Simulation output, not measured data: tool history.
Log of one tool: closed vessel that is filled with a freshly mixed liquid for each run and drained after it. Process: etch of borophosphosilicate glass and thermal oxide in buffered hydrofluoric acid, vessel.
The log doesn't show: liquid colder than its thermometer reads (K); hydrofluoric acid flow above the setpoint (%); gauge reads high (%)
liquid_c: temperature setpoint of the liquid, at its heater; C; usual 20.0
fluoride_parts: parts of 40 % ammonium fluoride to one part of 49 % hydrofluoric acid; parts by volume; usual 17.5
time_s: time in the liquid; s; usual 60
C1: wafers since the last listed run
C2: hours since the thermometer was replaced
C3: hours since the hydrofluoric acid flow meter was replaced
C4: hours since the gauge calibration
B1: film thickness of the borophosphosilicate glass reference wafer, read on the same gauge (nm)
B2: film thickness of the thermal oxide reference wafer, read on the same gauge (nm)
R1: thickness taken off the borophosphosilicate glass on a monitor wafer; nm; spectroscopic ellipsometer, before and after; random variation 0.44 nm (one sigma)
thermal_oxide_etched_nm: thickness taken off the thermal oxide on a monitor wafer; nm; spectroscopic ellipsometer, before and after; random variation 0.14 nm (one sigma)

Run 1, hour 0.0: usual settings; C1 0; C2 728.1; C3 887.7; C4 2421.6; B1 119.97; B2 129.99. Result: R1 53.45 nm, thermal_oxide_etched_nm 35.28 nm.
Run 2, hour 60.0: usual settings; C1 4251; C2 788.1; C3 947.7; C4 2481.6; B1 119.99; B2 130.03. Result: R1 54.57 nm, thermal_oxide_etched_nm 35.34 nm.
Run 3, hour 130.9: usual settings but liquid_c 23.5 C; C1 5023; C2 859.0; C3 1018.6; C4 2552.5; B1 120.04; B2 130.01. Result: R1 65.29 nm, thermal_oxide_etched_nm 42.77 nm.
At hour 286.3: gauge calibrated.
Run 4, hour 436.6: usual settings; C1 21661; C2 1164.7; C3 1324.3; C4 150.3; B1 120.00; B2 130.05. Result: R1 54.56 nm, thermal_oxide_etched_nm 35.95 nm.
Run 5, hour 494.0: usual settings but time_s 35 s; C1 4067; C2 1222.1; C3 1381.7; C4 207.7; B1 119.99; B2 130.03. Result: R1 32.46 nm, thermal_oxide_etched_nm 21.00 nm.
Run 6, hour 557.4: usual settings but liquid_c 17.0 C, fluoride_parts 15.0 parts by volume, time_s 35 s; C1 4492; C2 1285.5; C3 1445.1; C4 271.1; B1 120.01; B2 129.99. Result: R1 31.71 nm, thermal_oxide_etched_nm 20.68 nm.
Run 7, hour 619.3: usual settings but fluoride_parts 19.5 parts by volume, time_s 80 s; C1 4386; C2 1347.4; C3 1507.0; C4 333.0; B1 120.03; B2 130.02. Result: R1 65.75 nm, thermal_oxide_etched_nm 43.10 nm.
Run 8, hour 682.5: usual settings but liquid_c 17.0 C, fluoride_parts 24.0 parts by volume, time_s 95 s; C1 4478; C2 1410.6; C3 1570.2; C4 396.2; B1 120.02; B2 129.98. Result: R1 56.24 nm, thermal_oxide_etched_nm 36.63 nm.
At hour 756.9: hydrofluoric acid flow meter replaced.
Run 9, hour 758.4: usual settings but liquid_c 25.0 C, time_s 40 s; C1 5307; C2 1486.5; C3 1.5; C4 472.1; B1 120.00; B2 130.03. Result: R1 44.96 nm, thermal_oxide_etched_nm 29.97 nm.
Run 10, hour 799.0: usual settings but liquid_c 22.5 C; C1 2876; C2 1527.1; C3 42.1; C4 512.7; B1 120.02; B2 129.99. Result: R1 59.51 nm, thermal_oxide_etched_nm 39.12 nm.
Run 11, hour 872.5: usual settings but time_s 75 s; C1 5208; C2 1600.6; C3 115.6; C4 586.2; B1 120.00; B2 129.96. Result: R1 65.20 nm, thermal_oxide_etched_nm 42.50 nm.
Run 12, hour 911.5: usual settings but liquid_c 17.0 C, fluoride_parts 11.5 parts by volume, time_s 40 s; C1 2763; C2 1639.6; C3 154.6; C4 625.2; B1 120.03; B2 130.05. Result: R1 44.67 nm, thermal_oxide_etched_nm 29.10 nm.
At hour 995.5: thermometer replaced.
Run 13, hour 997.5: usual settings but liquid_c 22.0 C; C1 6023; C2 2.0; C3 240.6; C4 711.2; B1 119.98; B2 130.01. Result: R1 59.32 nm, thermal_oxide_etched_nm 38.68 nm.
Run 14, hour 1103.4: usual settings but liquid_c 17.0 C, fluoride_parts 22.5 parts by volume; C1 7504; C2 107.9; C3 346.5; C4 817.1; B1 120.00; B2 130.00. Result: R1 35.45 nm, thermal_oxide_etched_nm 23.28 nm.
Run 15, hour 1155.8: usual settings but fluoride_parts 23.0 parts by volume; C1 3713; C2 160.3; C3 398.9; C4 869.5; B1 120.01; B2 129.98. Result: R1 42.02 nm, thermal_oxide_etched_nm 27.45 nm.
Run 16, hour 1262.1: usual settings; C1 7532; C2 266.6; C3 505.2; C4 975.8; B1 120.01; B2 129.98. Result: R1 53.13 nm, thermal_oxide_etched_nm 35.00 nm.
Run 17, hour 1301.0: usual settings but liquid_c 18.5 C, fluoride_parts 14.0 parts by volume, time_s 75 s; C1 2756; C2 305.5; C3 544.1; C4 1014.7; B1 120.02; B2 129.99. Result: R1 76.07 nm, thermal_oxide_etched_nm 49.79 nm.
Run 18, hour 1405.8: usual settings; C1 7426; C2 410.3; C3 648.9; C4 1119.5; B1 120.02; B2 129.98. Result: R1 53.14 nm, thermal_oxide_etched_nm 35.27 nm.
Run 19, hour 1501.1: usual settings but liquid_c 22.0 C, fluoride_parts 20.0 parts by volume, time_s 75 s; C1 6752; C2 505.6; C3 744.2; C4 1214.8; B1 120.02; B2 130.02. Result: R1 64.36 nm, thermal_oxide_etched_nm 42.93 nm.
Run 20, hour 1598.8: usual settings; C1 6922; C2 603.3; C3 841.9; C4 1312.5; B1 120.01; B2 129.98. Result: R1 52.26 nm, thermal_oxide_etched_nm 34.93 nm.
Run 21, hour 1656.0: usual settings but time_s 70 s; C1 4053; C2 660.5; C3 899.1; C4 1369.7; B1 120.01; B2 130.01. Result: R1 61.60 nm, thermal_oxide_etched_nm 41.09 nm.
Run 22, hour 1694.9: usual settings but liquid_c 23.0 C, fluoride_parts 21.5 parts by volume, time_s 30 s; C1 2756; C2 699.4; C3 938.0; C4 1408.6; B1 120.00; B2 129.97. Result: R1 25.93 nm, thermal_oxide_etched_nm 17.15 nm.
Run 23, hour 1735.9: usual settings but liquid_c 18.5 C, fluoride_parts 19.5 parts by volume; C1 2905; C2 740.4; C3 979.0; C4 1449.6; B1 119.98; B2 130.00. Result: R1 44.34 nm, thermal_oxide_etched_nm 29.05 nm.
Run 24, hour 1794.2: usual settings but liquid_c 17.0 C, fluoride_parts 11.5 parts by volume, time_s 40 s; C1 4131; C2 798.7; C3 1037.3; C4 1507.9; B1 120.01; B2 130.01. Result: R1 45.02 nm, thermal_oxide_etched_nm 29.99 nm.
Run 25, hour 2009.4: usual settings but liquid_c 24.0 C, fluoride_parts 21.0 parts by volume, time_s 80 s; C1 15248; C2 1013.9; C3 1252.5; C4 1723.1; B1 120.03; B2 130.00. Result: R1 75.62 nm, thermal_oxide_etched_nm 50.01 nm.

4 ways to go on from here, each from the tool as it stands after run 25. What would each give?
Run A, hour 2010.1: usual settings but liquid_c 18.5 C; C1 49; C2 1014.6; C3 1253.2; C4 1723.8; B1 ?; B2 ?. Result: R1 ?, thermal_oxide_etched_nm ?.
Run B, hour 2010.1: usual settings but liquid_c 24.5 C, time_s 80 s; C1 49; C2 1014.6; C3 1253.2; C4 1723.8; B1 ?; B2 ?. Result: R1 ?, thermal_oxide_etched_nm ?.
Run C, hour 2010.1: usual settings but time_s 30 s; C1 49; C2 1014.6; C3 1253.2; C4 1723.8; B1 ?; B2 ?. Result: R1 ?, thermal_oxide_etched_nm ?.
Run D, hour 2010.1: usual settings but liquid_c 17.5 C, fluoride_parts 14.0 parts by volume, time_s 45 s; C1 49; C2 1014.6; C3 1253.2; C4 1723.8; B1 ?; B2 ?. Result: R1 ?, thermal_oxide_etched_nm ?.

run      B1      B2     R1  thermal_oxide_etched_nm
  A  120.02  129.99  50.25                    32.96
  B  120.02  129.99  93.16                    61.34
  C  120.02  129.99  27.31                    17.94
  D  120.02  129.99  44.43                    29.09
Without the tool's hidden state the same runs would have given:
run     R1  thermal_oxide_etched_nm
  A  47.67                    31.28
  B  88.41                    58.22
  C  25.92                    17.02
  D  42.16                    27.62

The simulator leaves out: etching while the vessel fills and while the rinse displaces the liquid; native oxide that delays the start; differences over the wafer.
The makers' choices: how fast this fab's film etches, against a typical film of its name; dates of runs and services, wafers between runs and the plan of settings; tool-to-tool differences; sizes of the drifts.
